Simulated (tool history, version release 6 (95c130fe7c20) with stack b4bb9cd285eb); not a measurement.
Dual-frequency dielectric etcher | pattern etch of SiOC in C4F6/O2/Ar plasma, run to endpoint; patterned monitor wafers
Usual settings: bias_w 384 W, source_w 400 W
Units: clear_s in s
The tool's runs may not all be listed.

run     day  bias_w  source_w  wafers since the last listed run  hours since the last wet clean  hours since the last bias power generator calibration  hours since the last source power generator calibration  hours since the last upper electrode change  incoming incoming film thickness, nm  clear_s
  1   0.000     384       400                                 0                           387.3                                                 2243.7                                                   1670.4                                       5576.1                                 31.55     10.5
      1.762  -- upper electrode replaced
  2   1.783     384       400                               330                           430.1                                                 2286.5                                                   1713.2                                          0.5                                 31.50     10.5
  3   3.633     332       400                               781                           474.5                                                 2330.9                                                   1757.6                                         44.9                                 31.28     11.3
  4   5.288     332       400                               698                           514.2                                                 2370.6                                                   1797.3                                         84.6                                 31.71     11.3
  5   6.388     384       400                               464                           540.6                                                 2397.0                                                   1823.7                                        111.0                                 31.73     10.5
      7.538  -- wet clean of the chamber
  6   8.471     423       400                               457                            22.4                                                 2447.0                                                   1873.7                                        161.0                                 31.81     10.3
  7  10.767     384       400                               969                            77.5                                                 2502.1                                                   1928.8                                        216.1                                 31.33     10.7
  8  12.917     332       440                               908                           129.1                                                 2553.7                                                   1980.4                                        267.7                                 31.69     11.3
  9  15.492     332       440                              1087                           190.9                                                 2615.5                                                   2042.2                                        329.5                                 31.74     11.3
     15.904  -- source power generator calibrated
 10  17.258     439       400                               675                           233.3                                                 2657.9                                                     32.5                                        371.9                                 31.76      9.9
 11  18.754     320       370                               631                           269.2                                                 2693.8                                                     68.4                                        407.8                                 31.76     12.1
 12  20.454     305       310                               718                           310.0                                                 2734.6                                                    109.2                                        448.6                                 31.40     12.9
 13  21.846     316       310                               587                           343.4                                                 2768.0                                                    142.6                                        482.0                                 31.35     12.7
 14  22.954     384       400                               468                           370.0                                                 2794.6                                                    169.2                                        508.6                                 32.05     10.7
 15  24.329     461       400                               580                           403.0                                                 2827.6                                                    202.2                                        541.6                                 31.96      9.6
     26.104  -- bias power generator calibrated
 16  26.125     451       490                               688                           446.1                                                    0.5                                                    245.3                                        584.7                                 31.38      9.0
 17  28.912     384       400                              1177                           513.0                                                   67.4                                                    312.2                                        651.6                                 31.78     10.5
 18  30.162     289       430                               527                           543.0                                                   97.4                                                    342.2                                        681.6                                 31.63     12.1
 19  32.046     467       450                               795                           588.2                                                  142.6                                                    387.4                                        726.8                                 31.99      9.2
 20  33.508     415       400                               617                           623.3                                                  177.7                                                    422.5                                        761.9                                 31.63      9.9
     36.008  -- wet clean of the chamber
 21  36.029     358       370                               642                             0.5                                                  238.2                                                    483.0                                        822.4                                 31.86     11.5
 22  44.688     384       400                              3657                           208.3                                                  446.0                                                    690.8                                       1030.2                                 31.71     10.6
 23  46.746     384       400                               869                           257.7                                                  495.4                                                    740.2                                       1079.6                                 31.73     10.6
 24  48.104     352       360                               573                           290.3                                                  528.0                                                    772.8                                       1112.2                                 31.65     11.5
 25  50.021     384       400                               809                           336.3                                                  574.0                                                    818.8                                       1158.2                                 31.52     10.5
 26  52.088     328       310                               872                           385.9                                                  623.6                                                    868.4                                       1207.8                                 31.59     12.4
 27  53.667     443       310                               667                           423.8                                                  661.5                                                    906.3                                       1245.7                                 31.64     10.4
 28  56.529     289       470                              1209                           492.5                                                  730.2                                                    975.0                                       1314.4                                 31.25     11.6
 29  59.017     384       400                              1050                           552.2                                                  789.9                                                   1034.7                                       1374.1                                 31.88     10.4
 30  61.200     479       460                               922                           604.6                                                  842.3                                                   1087.1                                       1426.5                                 31.86      8.8
     63.950  -- wet clean of the chamber
 31  63.971     465       320                               747                             0.5                                                  908.8                                                   1153.6                                       1493.0                                 31.47     10.2
 32  64.717     440       370                               315                            18.4                                                  926.7                                                   1171.5                                       1510.9                                 31.66     10.1
 33  67.121     322       340                              1015                            76.1                                                  984.4                                                   1229.2                                       1568.6                                 31.70     12.5
 34  69.783     384       400                              1124                           140.0                                                 1048.3                                                   1293.1                                       1632.5                                 31.69     10.7

How the hidden state differs across the entries between the runs, from the last listed run before each to the first after it:
Between runs 1 and 2: upper electrode replaced (day 1.762)
  etch rate over this chamber's usual, %: 1.92 -> 2.15
Between runs 5 and 6: wet clean of the chamber (day 7.538)
  etch rate over this chamber's usual, %: 2.74 -> -0.375
Between runs 9 and 10: source power generator calibrated (day 15.904)
  etch rate over this chamber's usual, %: 0.522 -> 0.748
Between runs 15 and 16: bias power generator calibrated (day 26.104)
  etch rate over this chamber's usual, %: 1.65 -> 1.88
Between runs 20 and 21: wet clean of the chamber (day 36.008)
  etch rate over this chamber's usual, %: 2.82 -> -0.0585
Between runs 30 and 31: wet clean of the chamber (day 63.950)
  etch rate over this chamber's usual, %: 3.16 -> 0.0981

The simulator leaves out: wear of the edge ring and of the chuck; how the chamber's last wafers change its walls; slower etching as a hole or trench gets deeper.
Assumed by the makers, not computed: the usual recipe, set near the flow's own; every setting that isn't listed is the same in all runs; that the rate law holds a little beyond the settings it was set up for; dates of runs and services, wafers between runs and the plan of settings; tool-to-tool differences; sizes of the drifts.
